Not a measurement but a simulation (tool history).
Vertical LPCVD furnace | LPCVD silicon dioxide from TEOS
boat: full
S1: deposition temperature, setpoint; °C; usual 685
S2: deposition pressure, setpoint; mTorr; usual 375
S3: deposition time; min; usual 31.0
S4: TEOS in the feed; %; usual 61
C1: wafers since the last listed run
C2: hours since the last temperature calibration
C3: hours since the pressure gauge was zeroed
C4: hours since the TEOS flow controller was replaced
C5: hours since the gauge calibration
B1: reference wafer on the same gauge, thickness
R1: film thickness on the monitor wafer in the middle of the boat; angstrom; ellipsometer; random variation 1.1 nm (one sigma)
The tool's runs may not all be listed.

| run | hour | S1 | S2 | S3 | S4 | C1 | C2 | C3 | C4 | C5 | B1 | R1 |
|---|---|---|---|---|---|---|---|---|---|---|---|---|
| 1 | 0.0 | 685 | 375 | 21.0 | 61 | 0 | 1504.9 | 2970.4 | 3169.3 | 210.1 | 213.94 | 1318.1 |
| 2 | 308.7 | 685 | 375 | 21.0 | 61 | 4069 | 1813.6 | 3279.1 | 3478.0 | 518.8 | 214.04 | 1353.7 |
| 3 | 387.3 | 685 | 375 | 21.0 | 61 | 1036 | 1892.2 | 3357.7 | 3556.6 | 597.4 | 214.12 | 1327.2 |
| 4 | 493.6 | 685 | 375 | 35.5 | 61 | 1401 | 1998.5 | 3464.0 | 3662.9 | 703.7 | 213.90 | 2246.8 |
| 5 | 563.4 | 678 | 375 | 31.0 | 61 | 920 | 2068.3 | 3533.8 | 3732.7 | 773.5 | 214.18 | 1682.2 |
| 6 | 648.9 | 678 | 375 | 31.0 | 61 | 1126 | 2153.8 | 3619.3 | 3818.2 | 859.0 | 214.18 | 1694.5 |
| 7 | 716.8 | 678 | 375 | 31.0 | 61 | 895 | 2221.7 | 3687.2 | 3886.1 | 926.9 | 214.08 | 1669.4 |
| 8 | 787.9 | 685 | 375 | 31.0 | 61 | 937 | 2292.8 | 3758.3 | 3957.2 | 998.0 | 214.11 | 1975.9 |
| 9 | 836.8 | 678 | 375 | 31.0 | 69 | 644 | 2341.7 | 3807.2 | 4006.1 | 1046.9 | 213.93 | 1788.2 |
| 10 | 913.8 | 685 | 325 | 28.5 | 61 | 1014 | 2418.7 | 3884.2 | 4083.1 | 1123.9 | 214.07 | 1700.2 |
|  | 940.2 | pressure gauge zeroed |
| 11 | 993.5 | 685 | 325 | 28.5 | 61 | 734 | 2498.4 | 53.3 | 4162.8 | 1203.6 | 213.94 | 1689.1 |
| 12 | 1101.2 | 685 | 325 | 28.5 | 61 | 1419 | 2606.1 | 161.0 | 4270.5 | 1311.3 | 214.02 | 1695.0 |
| 13 | 1183.5 | 685 | 375 | 22.5 | 61 | 1084 | 2688.4 | 243.3 | 4352.8 | 1393.6 | 214.07 | 1440.9 |
|  | 1233.6 | thermocouples replaced and temperature profile calibrated |
| 14 | 1238.5 | 685 | 375 | 22.5 | 61 | 408 | 4.9 | 298.3 | 4407.8 | 1448.6 | 214.20 | 1306.9 |

Run 15 comes next. What will it give?
| 15 | 1285.0 | 685 | 415 | 31.0 | 61 | 612 | 51.4 | 344.8 | 4454.3 | 1495.1 | ? | ? |

{"run 15": {"B1": 214.1, "R1": 1933.8}}
Had the tool carried no hidden state, the very same run would have given R1 1918.6 angstrom.
